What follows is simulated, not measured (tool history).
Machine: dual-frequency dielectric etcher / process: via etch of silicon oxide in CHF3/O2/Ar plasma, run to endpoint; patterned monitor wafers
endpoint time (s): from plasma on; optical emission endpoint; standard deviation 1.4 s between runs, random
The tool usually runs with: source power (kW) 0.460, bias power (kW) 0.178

| run | hour | source power (kW) | bias power (kW) | wafers since the last listed run | hours since the last wet clean | hours since the last source power generator calibration | hours since the last bias power generator calibration | hours since the last upper electrode change | incoming incoming film thickness, nm | endpoint time (s) |
|---|---|---|---|---|---|---|---|---|---|---|
| 1 | 0.0 | 0.460 | 0.178 | 0 | 167.1 | 3420.9 | 1374.3 | 3879.8 | 753.6 | 424.5 |
| 2 | 72.3 | 0.460 | 0.178 | 367 | 239.4 | 3493.2 | 1446.6 | 3952.1 | 760.1 | 424.0 |
| 3 | 153.0 | 0.460 | 0.178 | 409 | 320.1 | 3573.9 | 1527.3 | 4032.8 | 753.0 | 416.0 |
| 4 | 190.1 | 0.510 | 0.208 | 188 | 357.2 | 3611.0 | 1564.4 | 4069.9 | 755.9 | 377.0 |
|  | 251.7 | wet clean of the chamber |
| 5 | 266.8 | 0.460 | 0.178 | 267 | 15.1 | 3687.7 | 1641.1 | 4146.6 | 757.4 | 427.0 |
| 6 | 352.2 | 0.460 | 0.178 | 433 | 100.5 | 3773.1 | 1726.5 | 4232.0 | 760.3 | 423.9 |
| 7 | 389.1 | 0.530 | 0.178 | 187 | 137.4 | 3810.0 | 1763.4 | 4268.9 | 764.4 | 399.5 |
| 8 | 426.5 | 0.530 | 0.178 | 189 | 174.8 | 3847.4 | 1800.8 | 4306.3 | 759.7 | 395.3 |
| 9 | 488.6 | 0.460 | 0.178 | 315 | 236.9 | 3909.5 | 1862.9 | 4368.4 | 762.4 | 417.5 |
| 10 | 561.7 | 0.460 | 0.178 | 371 | 310.0 | 3982.6 | 1936.0 | 4441.5 | 754.0 | 410.4 |
| 11 | 604.1 | 0.460 | 0.178 | 215 | 352.4 | 4025.0 | 1978.4 | 4483.9 | 754.3 | 408.9 |
|  | 629.8 | wet clean of the chamber |
| 12 | 682.3 | 0.460 | 0.178 | 275 | 52.5 | 4103.2 | 2056.6 | 4562.1 | 759.0 | 425.2 |
| 13 | 730.5 | 0.460 | 0.178 | 244 | 100.7 | 4151.4 | 2104.8 | 4610.3 | 760.1 | 426.7 |
| 14 | 792.7 | 0.460 | 0.178 | 315 | 162.9 | 4213.6 | 2167.0 | 4672.5 | 758.5 | 418.6 |
|  | 846.2 | bias power generator calibrated |
|  | 856.6 | source power generator calibrated |
| 15 | 887.4 | 0.530 | 0.178 | 440 | 257.6 | 30.8 | 41.2 | 4767.2 | 759.0 | 397.2 |
| 16 | 961.2 | 0.360 | 0.212 | 374 | 331.4 | 104.6 | 115.0 | 4841.0 | 756.1 | 440.6 |
|  | 1035.1 | wet clean of the chamber |
| 17 | 1043.5 | 0.410 | 0.208 | 296 | 8.4 | 186.9 | 197.3 | 4923.3 | 758.4 | 433.7 |
| 18 | 1132.8 | 0.390 | 0.159 | 453 | 97.7 | 276.2 | 286.6 | 5012.6 | 759.5 | 489.9 |
| 19 | 1222.4 | 0.460 | 0.178 | 455 | 187.3 | 365.8 | 376.2 | 5102.2 | 754.9 | 424.9 |
| 20 | 1312.9 | 0.460 | 0.178 | 459 | 277.8 | 456.3 | 466.7 | 5192.7 | 758.3 | 427.1 |
|  | 1400.7 | wet clean of the chamber |
|  | 1404.2 | upper electrode replaced |
| 21 | 1417.5 | 0.360 | 0.217 | 391 | 16.8 | 560.9 | 571.3 | 13.3 | 764.1 | 455.6 |
| 22 | 1488.9 | 0.460 | 0.167 | 362 | 88.2 | 632.3 | 642.7 | 84.7 | 763.6 | 441.1 |
| 23 | 1558.2 | 0.460 | 0.210 | 352 | 157.5 | 701.6 | 712.0 | 154.0 | 766.4 | 406.2 |
| 24 | 1645.4 | 0.580 | 0.215 | 442 | 244.7 | 788.8 | 799.2 | 241.2 | 762.5 | 357.9 |
| 25 | 1689.8 | 0.390 | 0.152 | 225 | 289.1 | 833.2 | 843.6 | 285.6 | 757.2 | 480.4 |
|  | 1764.1 | wet clean of the chamber |
| 26 | 1764.6 | 0.370 | 0.218 | 258 | 0.5 | 908.0 | 918.4 | 360.4 | 751.2 | 446.5 |
| 27 | 1833.9 | 0.410 | 0.146 | 352 | 69.8 | 977.3 | 987.7 | 429.7 | 759.0 | 492.5 |
| 28 | 1880.0 | 0.510 | 0.164 | 234 | 115.9 | 1023.4 | 1033.8 | 475.8 | 761.1 | 424.3 |

Describe how what the log doesn't record of the tool's condition differs between the last listed run preceding each entry between runs and the first listed run following it.
Runs 4 to 5: wet clean of the chamber (hour 251.7)
  etch rate over this chamber's usual, %: 3.14 -> 0.647; bias power that arrives over what is set, %: 2.82 -> 3.14
  difference, measured minus the result without the unlogged condition, endpoint time (s): -15.7 -> -7.4
Runs 11 to 12: wet clean of the chamber (hour 629.8)
  etch rate over this chamber's usual, %: 3.83 -> 0.579; bias power that arrives over what is set, %: 4.71 -> 5.12
  difference, measured minus the result without the unlogged condition, endpoint time (s): -22.5 -> -9.9
Runs 14 to 15: bias power generator calibrated (hour 846.2); source power generator calibrated (hour 856.6)
  etch rate over this chamber's usual, %: 1.62 -> 2.52; bias power that arrives over what is set, %: 5.72 -> -0.537
  difference, measured minus the result without the unlogged condition, endpoint time (s): -15.1 -> -9.2
Runs 16 to 17: wet clean of the chamber (hour 1035.1)
  etch rate over this chamber's usual, %: 3.21 -> -0.146; bias power that arrives over what is set, %: -0.522 -> -0.489
  difference, measured minus the result without the unlogged condition, endpoint time (s): -13.3 -> +1.4
Runs 20 to 21: wet clean of the chamber (hour 1400.7); upper electrode replaced (hour 1404.2)
  etch rate over this chamber's usual, %: 2.4 -> 0.448; bias power that arrives over what is set, %: -0.259 -> -0.119
  difference, measured minus the result without the unlogged condition, endpoint time (s): -9.8 -> -1.8
Runs 25 to 26: wet clean of the chamber (hour 1764.1)
  etch rate over this chamber's usual, %: 3.02 -> -0.504; bias power that arrives over what is set, %: 0.377 -> 0.547
  difference, measured minus the result without the unlogged condition, endpoint time (s): -15.1 -> +1.4
